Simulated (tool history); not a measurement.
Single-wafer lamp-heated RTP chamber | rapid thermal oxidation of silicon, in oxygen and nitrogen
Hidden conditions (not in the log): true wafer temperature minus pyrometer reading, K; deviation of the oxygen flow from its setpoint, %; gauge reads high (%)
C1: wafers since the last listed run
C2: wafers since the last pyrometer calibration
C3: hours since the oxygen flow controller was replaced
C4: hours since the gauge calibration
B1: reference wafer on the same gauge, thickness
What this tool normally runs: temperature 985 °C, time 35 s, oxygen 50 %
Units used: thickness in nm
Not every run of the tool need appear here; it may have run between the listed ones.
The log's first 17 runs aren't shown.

{"run": 18, "hour": 231.3, "temperature": 1005, "time": 35, "oxygen": 50, "C1": 66, "C2": 789, "C3": 38.2, "C4": 233.2, "B1": 3.23, "thickness": 3.161}
{"run": 19, "hour": 243.5, "temperature": 1005, "time": 35, "oxygen": 50, "C1": 107, "C2": 896, "C3": 50.4, "C4": 245.4, "B1": 3.23, "thickness": 3.168}
{"run": 20, "hour": 251.2, "temperature": 961, "time": 24, "oxygen": 62, "C1": 67, "C2": 964, "C3": 58.1, "C4": 253.1, "B1": 3.23, "thickness": 2.285}
{"run": 21, "hour": 258.6, "temperature": 985, "time": 35, "oxygen": 50, "C1": 65, "C2": 1029, "C3": 65.5, "C4": 260.5, "B1": 3.229, "thickness": 2.798}
{"run": 22, "hour": 269.1, "temperature": 985, "time": 50, "oxygen": 50, "C1": 92, "C2": 1121, "C3": 76.0, "C4": 271.0, "B1": 3.229, "thickness": 3.201}
{"run": 23, "hour": 277.9, "temperature": 985, "time": 24, "oxygen": 74, "C1": 77, "C2": 1198, "C3": 84.8, "C4": 279.8, "B1": 3.231, "thickness": 2.73}
{"run": 24, "hour": 287.9, "temperature": 994, "time": 35, "oxygen": 50, "C1": 87, "C2": 1286, "C3": 94.8, "C4": 289.8, "B1": 3.23, "thickness": 2.966}
{"run": 25, "hour": 304.9, "temperature": 985, "time": 35, "oxygen": 50, "C1": 149, "C2": 1435, "C3": 111.8, "C4": 306.8, "B1": 3.231, "thickness": 2.81}
{"run": 26, "hour": 319.9, "temperature": 985, "time": 35, "oxygen": 50, "C1": 131, "C2": 1567, "C3": 126.8, "C4": 321.8, "B1": 3.23, "thickness": 2.814}
{"hour": 333.1, "done": "gauge calibrated"}
{"run": 27, "hour": 337.3, "temperature": 965, "time": 35, "oxygen": 42, "C1": 152, "C2": 1720, "C3": 144.2, "C4": 4.2, "B1": 3.229, "thickness": 2.412}
{"run": 28, "hour": 353.0, "temperature": 985, "time": 35, "oxygen": 50, "C1": 137, "C2": 1858, "C3": 159.9, "C4": 19.9, "B1": 3.231, "thickness": 2.818}
{"run": 29, "hour": 369.8, "temperature": 973, "time": 35, "oxygen": 23, "C1": 147, "C2": 2005, "C3": 176.7, "C4": 36.7, "B1": 3.23, "thickness": 2.223}
{"run": 30, "hour": 377.8, "temperature": 1013, "time": 35, "oxygen": 78, "C1": 70, "C2": 2076, "C3": 184.7, "C4": 44.7, "B1": 3.228, "thickness": 3.9}
{"run": 31, "hour": 389.2, "temperature": 1004, "time": 21, "oxygen": 42, "C1": 100, "C2": 2176, "C3": 196.1, "C4": 56.1, "B1": 3.231, "thickness": 2.521}
{"run": 32, "hour": 402.9, "temperature": 985, "time": 35, "oxygen": 50, "C1": 120, "C2": 2296, "C3": 209.8, "C4": 69.8, "B1": 3.231, "thickness": 2.826}
{"run": 33, "hour": 413.5, "temperature": 957, "time": 35, "oxygen": 50, "C1": 93, "C2": 2389, "C3": 220.4, "C4": 80.4, "B1": 3.229, "thickness": 2.415}
{"run": 34, "hour": 420.0, "temperature": 985, "time": 35, "oxygen": 50, "C1": 57, "C2": 2446, "C3": 226.9, "C4": 86.9, "B1": 3.23, "thickness": 2.818}
{"run": 35, "hour": 432.3, "temperature": 1009, "time": 35, "oxygen": 50, "C1": 108, "C2": 2554, "C3": 239.2, "C4": 99.2, "B1": 3.231, "thickness": 3.28}
{"run": 36, "hour": 440.5, "temperature": 997, "time": 47, "oxygen": 24, "C1": 72, "C2": 2626, "C3": 247.4, "C4": 107.4, "B1": 3.229, "thickness": 2.761}
{"run": 37, "hour": 455.3, "temperature": 985, "time": 35, "oxygen": 50, "C1": 130, "C2": 2756, "C3": 262.2, "C4": 122.2, "B1": 3.229, "thickness": 2.829}
{"run": 38, "hour": 463.7, "temperature": 963, "time": 21, "oxygen": 50, "C1": 73, "C2": 2830, "C3": 270.6, "C4": 130.6, "B1": 3.231, "thickness": 2.151}
{"run": 39, "hour": 471.5, "temperature": 985, "time": 22, "oxygen": 50, "C1": 68, "C2": 2899, "C3": 278.4, "C4": 138.4, "B1": 3.23, "thickness": 2.422}

Consider 3 possible next runs. They are alternatives, not a sequence: every one starts from the tool as it was left by run 39. What does each give?
{"run": "A", "hour": 472.0, "temperature": 985, "time": 35, "oxygen": 50, "C1": 4, "C2": 2903, "C3": 278.9, "C4": 138.9, "B1": "?", "thickness": "?"}
{"run": "B", "hour": 472.0, "temperature": 961, "time": 25, "oxygen": 23, "C1": 4, "C2": 2903, "C3": 278.9, "C4": 138.9, "B1": "?", "thickness": "?"}
{"run": "C", "hour": 472.0, "temperature": 972, "time": 35, "oxygen": 27, "C1": 4, "C2": 2903, "C3": 278.9, "C4": 138.9, "B1": "?", "thickness": "?"}

run=A B1=3.230 thickness=2.834
run=B B1=3.230 thickness=1.984
run=C B1=3.230 thickness=2.290
The same runs, with their run-to-run variation unchanged, on a tool lacking any hidden condition would have given:
run=A thickness=2.769
run=B thickness=1.962
run=C thickness=2.253
